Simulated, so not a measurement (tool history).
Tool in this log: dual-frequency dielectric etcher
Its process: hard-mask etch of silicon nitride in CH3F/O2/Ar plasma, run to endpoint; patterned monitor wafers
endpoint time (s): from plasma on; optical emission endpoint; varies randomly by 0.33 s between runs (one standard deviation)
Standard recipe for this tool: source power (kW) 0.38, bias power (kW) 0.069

run,hour,source power (kW),bias power (kW),wafers since the last listed run,hours since the last wet clean,hours since the last source power generator calibration,hours since the last bias power generator calibration,hours since the last upper electrode change,"incoming incoming film thickness, nm",endpoint time (s)
1,0,0.38,0.064,0,617.6,2225,3253.9,3183.8,27.81,44.1
# hour 12: source power generator calibrated
2,43.9,0.38,0.064,357,661.5,31.9,3297.8,3227.7,27.72,43.5
# hour 123.6: wet clean of the chamber
3,135.9,0.36,0.069,609,12.3,123.9,3389.8,3319.7,28.1,41.5
4,237.8,0.38,0.069,913,114.2,225.8,3491.7,3421.6,27.83,40.5
5,344.6,0.38,0.069,957,221,332.6,3598.5,3528.4,27.97,41.2
6,446.1,0.42,0.069,910,322.5,434.1,3700,3629.9,27.95,40.6
7,536.8,0.42,0.069,813,413.2,524.8,3790.7,3720.6,27.84,40.3
# hour 563.1: bias power generator calibrated
8,578.7,0.38,0.069,339,455.1,566.7,15.6,3762.5,27.78,42.1
9,633.3,0.38,0.059,489,509.7,621.3,70.2,3817.1,27.93,44.4
10,727.5,0.38,0.059,844,603.9,715.5,164.4,3911.3,28.08,45
11,822.7,0.38,0.059,853,699.1,810.7,259.6,4006.5,27.9,45.3
# hour 914.6: wet clean of the chamber
# hour 933.6: upper electrode replaced
12,934.1,0.38,0.069,612,19.5,922.1,371,0.5,27.65,40.6
13,956.9,0.38,0.069,204,42.3,944.9,393.8,23.3,27.76,41.3
14,1064.7,0.38,0.069,966,150.1,1052.7,501.6,131.1,27.84,41.2
15,1147.6,0.38,0.069,743,233,1135.6,584.5,214,27.73,41.5
16,1197.6,0.29,0.079,448,283,1185.6,634.5,264,28.07,42.8
17,1246.1,0.38,0.069,434,331.5,1234.1,683,312.5,27.88,42
18,1290.8,0.35,0.085,400,376.2,1278.8,727.7,357.2,28.02,40.3
19,1381.1,0.3,0.057,809,466.5,1369.1,818,447.5,27.93,47.9
20,1535,0.36,0.069,1380,620.4,1523,971.9,601.4,27.7,43.7
21,1609.9,0.38,0.069,671,695.3,1597.9,1046.8,676.3,27.66,43.3
# hour 1664.1: wet clean of the chamber
22,1702.7,0.38,0.078,616,38.6,1690.7,1139.6,769.1,28.16,39.7
23,1997.2,0.45,0.081,2640,333.1,1985.2,1434.1,1063.6,27.62,37.3
# hour 2013.6: source power generator calibrated
24,2192.1,0.3,0.063,1711,528,178.5,1629,1258.5,27.9,46.8
25,2258.1,0.29,0.053,591,594,244.5,1695,1324.5,27.95,49.6
26,2347.7,0.46,0.085,803,683.6,334.1,1784.6,1414.1,27.74,37.7
# hour 2391.8: wet clean of the chamber
27,2405.8,0.35,0.075,305,14,392.2,1842.7,1472.2,28.23,40.8
28,2493.9,0.38,0.069,790,102.1,480.3,1930.8,1560.3,27.99,40.4
29,2567.2,0.38,0.069,657,175.4,553.6,2004.1,1633.6,28.09,41.6
30,2627,0.38,0.069,536,235.2,613.4,2063.9,1693.4,27.91,40.6
31,2714.2,0.38,0.069,781,322.4,700.6,2151.1,1780.6,27.58,40.6
32,2758.5,0.38,0.069,397,366.7,744.9,2195.4,1824.9,27.79,41
33,2817,0.43,0.081,524,425.2,803.4,2253.9,1883.4,27.73,37.8
34,2923.6,0.43,0.055,955,531.8,910,2360.5,1990,27.77,43.8
35,2985.8,0.44,0.08,557,594,972.2,2422.7,2052.2,27.84,38.6
# hour 3020.4: wet clean of the chamber
36,3027.8,0.38,0.057,161,7.4,1014.2,2464.7,2094.2,28.02,43.8

Consider 3 possible next runs. They are alternatives, not a sequence: every one starts from the tool as it was left by run 36. What does each give?
A,3028.2,0.38,0.069,3,7.8,1014.6,2465.1,2094.6,27.85,?
B,3028.2,0.44,0.081,3,7.8,1014.6,2465.1,2094.6,27.85,?
C,3028.2,0.43,0.069,3,7.8,1014.6,2465.1,2094.6,27.85,?

run,endpoint time (s)
A,40.6
B,36.8
C,39.1
What these runs would have given with no unlogged condition in the tool:
run,endpoint time (s)
A,40.5
B,36.8
C,39.1
